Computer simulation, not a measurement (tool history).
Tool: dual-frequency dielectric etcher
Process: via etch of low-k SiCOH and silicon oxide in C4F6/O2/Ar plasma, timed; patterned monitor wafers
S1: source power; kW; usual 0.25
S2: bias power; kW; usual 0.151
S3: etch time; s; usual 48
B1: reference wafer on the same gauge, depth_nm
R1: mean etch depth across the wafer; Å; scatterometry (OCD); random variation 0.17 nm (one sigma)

run	hour	S1	S2	S3	B1	R1
1	0	0.25	0.151	48	124	1073
2	12.6	0.25	0.151	48	124	1069
3	47.7	0.25	0.151	48	124	1070
4	81.2	0.25	0.151	48	124	1068
5	115.6	0.25	0.151	48	124	1063
6	136	0.25	0.151	48	124	1066
7	160.1	0.23	0.13	48	124	958
# hour 205.3: wet clean of the chamber
8	205.8	0.23	0.13	48	124	965
# hour 232.3: bias power generator calibrated
# hour 235.4: upper electrode replaced
9	235.9	0.23	0.13	48	123.9	967
10	236.2	0.25	0.161	48	124	1104
11	257.6	0.29	0.132	56.5	123.9	1322
# hour 271: gauge calibrated
# hour 295.1: source power generator calibrated
12	295.6	0.25	0.166	52.5	124	1256
13	304.3	0.25	0.127	48	124	1044
14	340.3	0.25	0.132	39.5	124	868
15	377.6	0.29	0.151	44	124	1106
16	406.3	0.25	0.151	36.5	124	839
17	431.7	0.25	0.166	52.5	124	1247
18	458.4	0.28	0.151	53.5	124	1312
19	489.7	0.27	0.151	57	124.1	1365
20	504.7	0.25	0.127	48	124	1032

Forecast each of these 5 alternatives for the next run:
A	505.1	0.25	0.14	48	?	?
B	505.1	0.25	0.129	38.5	?	?
C	505.1	0.19	0.114	53.5	?	?
D	505.1	0.23	0.134	42	?	?
E	505.1	0.21	0.116	56.5	?	?

run	B1	R1
A	124	1066
B	124	830
C	124	912
D	124	870
E	124	1044
Without the tool's hidden state the same runs would have given:
run	R1
A	1076
B	838
C	921
D	879
E	1054
